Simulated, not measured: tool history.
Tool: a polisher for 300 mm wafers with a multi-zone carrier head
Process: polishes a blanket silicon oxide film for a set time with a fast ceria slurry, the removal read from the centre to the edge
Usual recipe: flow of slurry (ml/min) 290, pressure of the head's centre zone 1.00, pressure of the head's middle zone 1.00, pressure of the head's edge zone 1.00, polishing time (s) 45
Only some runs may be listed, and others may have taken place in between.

run    hour  flow of slurry (ml/min)  pressure of the head's centre zone  pressure of the head's middle zone  pressure of the head's edge zone  polishing time (s)  incoming thickness of the incoming film, nm  film removed at the wafer's centre (Å)  film removed at mid-radius (Å)  film removed at the wafer's edge (Å)
  1     0.0                      290                                1.00                                1.00                              0.95                  45                                       1779.3                                    5734                            5661                                  5360
  2    68.3                      290                                1.00                                1.00                              0.95                  45                                       1817.3                                    5568                            5540                                  5209
  3   123.5                      290                                1.00                                1.00                              0.95                  45                                       1812.1                                    5430                            5259                                  5038
      132.3  -- edge zone pressure recalibrated
      155.2  -- centre zone pressure recalibrated
      170.6  -- worn pad replaced by a new one
      179.9  -- slurry nozzle cleaned
  4   180.4                      290                                1.00                                1.00                              1.00                  45                                       1821.3                                    5856                            5703                                  5577
      228.8  -- carrier head's membrane replaced by a new one
      454.6  -- worn pad replaced by a new one
  5   485.7                      290                                1.00                                1.00                              1.00                  45                                       1796.6                                    5604                            5731                                  5654
      551.6  -- edge zone pressure recalibrated
  6   561.2                      290                                1.00                                0.95                              1.00                  45                                       1838.5                                    5596                            5479                                  5525
  7   639.2                      290                                1.00                                0.95                              1.00                  45                                       1847.2                                    5461                            5123                                  5374
      682.5  -- slurry nozzle cleaned
      712.3  -- worn pad replaced by a new one
  8   712.8                      290                                1.07                                1.00                              1.00                  45                                       1833.5                                    6055                            5788                                  5650
      778.4  -- centre zone pressure recalibrated
  9   785.8                      290                                1.00                                1.00                              1.00                  45                                       1817.3                                    5543                            5796                                  5556
      811.5  -- carrier head's membrane replaced by a new one
 10   872.4                      375                                1.03                                1.09                              1.00                  56                                       1793.7                                    7169                            7560                                  6861
 11   913.4                      290                                1.00                                1.00                              0.97                  45                                       1783.8                                    5574                            5437                                  5374
      964.1  -- edge zone pressure recalibrated
 12   983.4                      290                                0.93                                1.04                              1.00                  45                                       1818.2                                    4957                            5337                                  5172
      992.0  -- worn pad replaced by a new one
 13  1071.1                      290                                1.00                                1.00                              0.90                  35                                       1794.1                                    4441                            4399                                  4219
 14  1154.3                      290                                1.00                                1.00                              1.00                  45                                       1781.3                                    5633                            5586                                  5508
     1222.1  -- slurry nozzle cleaned
 15  1244.4                      290                                1.00                                0.94                              1.00                  52                                       1823.9                                    6230                            5857                                  6193
     1250.3  -- worn pad replaced by a new one
 16  1333.9                      355                                1.00                                1.00                              1.10                  45                                       1800.9                                    5871                            5746                                  6042
     1399.1  -- edge zone pressure recalibrated
 17  1400.7                      290                                1.00                                1.00                              1.00                  45                                       1839.9                                    5609                            5698                                  5615
     1437.7  -- centre zone pressure recalibrated
     1483.4  -- carrier head's membrane replaced by a new one
 18  1505.2                      290                                1.00                                1.05                              1.09                  52                                       1778.7                                    6042                            6276                                  6446

What was the tool's hidden state at every run in the log?
slurry flow missing at the pad, %: 0 on each run
deviation of the centre zone's pressure from its setpoint, %: 0 on each run
deviation of the edge zone's pressure from its setpoint, %: 0 on each run
H1: removal rate lost through wear of the pad, %
run     H1
  1   2.33
  2   4.79
  3   7.47
  4  0.102
  5   1.17
  6   2.23
  7   4.56
  8   0.84
  9   1.39
 10   3.47
 11   4.98
 12   8.37
 13  0.773
 14   2.83
 15   6.66
 16  0.892
 17   2.49
 18   6.83
